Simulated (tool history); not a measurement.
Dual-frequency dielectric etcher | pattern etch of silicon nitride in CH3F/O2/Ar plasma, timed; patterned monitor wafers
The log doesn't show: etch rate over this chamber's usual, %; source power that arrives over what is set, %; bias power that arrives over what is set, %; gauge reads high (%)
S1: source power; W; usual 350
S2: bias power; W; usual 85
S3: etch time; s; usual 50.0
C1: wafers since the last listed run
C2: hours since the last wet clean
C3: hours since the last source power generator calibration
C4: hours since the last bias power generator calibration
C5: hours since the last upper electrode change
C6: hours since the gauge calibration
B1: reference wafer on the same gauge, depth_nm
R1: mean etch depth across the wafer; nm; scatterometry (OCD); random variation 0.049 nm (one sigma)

run     day   S1   S2    S3    C1     C2      C3      C4      C5     C6     B1     R1
  1   0.000  350   85  50.0     0  437.3  2063.6  4531.5  3323.5  648.1  28.99  33.92
      1.438  -- gauge calibrated
      1.779  -- wet clean of the chamber
  2   1.800  350   85  59.5   273    0.5  2106.8  4574.7  3366.7    8.7  29.01  40.00
  3   2.288  350   85  59.5   166   12.2  2118.5  4586.4  3378.4   20.4  29.00  39.94
      2.754  -- bias power generator calibrated
  4   2.858  350   85  50.0   138   25.9  2132.2     2.5  3392.1   34.1  28.99  32.95
      6.371  -- upper electrode replaced
  5   7.217  350   85  50.0  1149  130.5  2236.8   107.1    20.3  138.7  28.99  33.11
  6   8.471  330   85  50.0   429  160.6  2266.9   137.2    50.4  168.8  29.00  32.63
  7   9.862  330   85  50.0   476  194.0  2300.3   170.6    83.8  202.2  28.99  32.61
  8  10.721  330   85  50.0   293  214.6  2320.9   191.2   104.4  222.8  29.00  32.61
  9  11.833  410   66  63.5   380  241.3  2347.6   217.9   131.1  249.5  28.99  39.81
 10  12.971  380  104  44.5   389  268.6  2374.9   245.2   158.4  276.8  29.01  32.61
 11  14.400  350   85  50.0   489  302.9  2409.2   279.5   192.7  311.1  29.01  33.20
 12  15.162  350   85  50.0   261  321.2  2427.5   297.8   211.0  329.4  29.00  33.25
 13  16.342  300  100  45.0   403  349.5  2455.8   326.1   239.3  357.7  28.99  30.80
 14  17.821  420   79  57.0   506  385.0  2491.3   361.6   274.8  393.2  28.99  38.61
     19.133  -- wet clean of the chamber
 15  19.154  350   93  42.0   114    0.5  2523.3   393.6   306.8  425.2  29.00  28.69
 16  19.975  350   85  59.5   281   20.2  2543.0   413.3   326.5  444.9  29.01  39.42
 17  21.025  350   85  50.0   359   45.4  2568.2   438.5   351.7  470.1  29.01  33.15
 18  21.575  390   70  43.5   188   58.6  2581.4   451.7   364.9  483.3  29.00  27.41
 19  22.725  350   85  50.0   393   86.2  2609.0   479.3   392.5  510.9  29.01  33.07
 20  23.879  260   85  57.5   395  113.9  2636.7   507.0   420.2  538.6  28.99  35.65
     24.829  -- source power generator calibrated
 21  24.946  280   93  50.0   308  139.5     2.8   532.6   445.8  564.2  29.00  32.58
 22  25.867  350   85  62.0   315  161.6    24.9   554.7   467.9  586.3  29.00  41.10
 23  26.917  430   68  50.0   359  186.8    50.1   579.9   493.1  611.5  28.99  32.07
 24  28.192  350   85  50.0   436  217.4    80.7   610.5   523.7  642.1  29.00  33.15
 25  29.079  300   71  55.0   303  238.7   102.0   631.8   545.0  663.4  29.00  32.71
 26  30.112  350   66  50.0   353  263.5   126.8   656.6   569.8  688.2  29.01  30.02
 27  31.275  350   85  50.0   398  291.4   154.7   684.5   597.7  716.1  29.00  33.19
     32.346  -- gauge calibrated
 28  32.517  380  104  44.5   425  321.2   184.5   714.3   627.5    4.1  29.00  32.80
 29  33.446  350  104  57.0   318  343.5   206.8   736.6   649.8   26.4  29.00  41.24
 30  34.471  350   85  61.5   350  368.1   231.4   761.2   674.4   51.0  29.00  40.99
 31  35.829  320   75  54.0   465  400.7   264.0   793.8   707.0   83.6  29.00  33.53

The same runs without the tool's hidden state, with the same run-to-run variation:
run     R1
  1  32.77
  2  39.01
  3  38.94
  4  32.74
  5  32.80
  6  32.31
  7  32.26
  8  32.23
  9  39.34
 10  32.19
 11  32.74
 12  32.78
 13  30.33
 14  38.00
 15  28.45
 16  39.07
 17  32.84
 18  27.16
 19  32.72
 20  35.25
 21  32.18
 22  40.59
 23  31.67
 24  32.69
 25  32.24
 26  29.58
 27  32.66
 28  32.24
 29  40.52
 30  40.26
 31  32.91
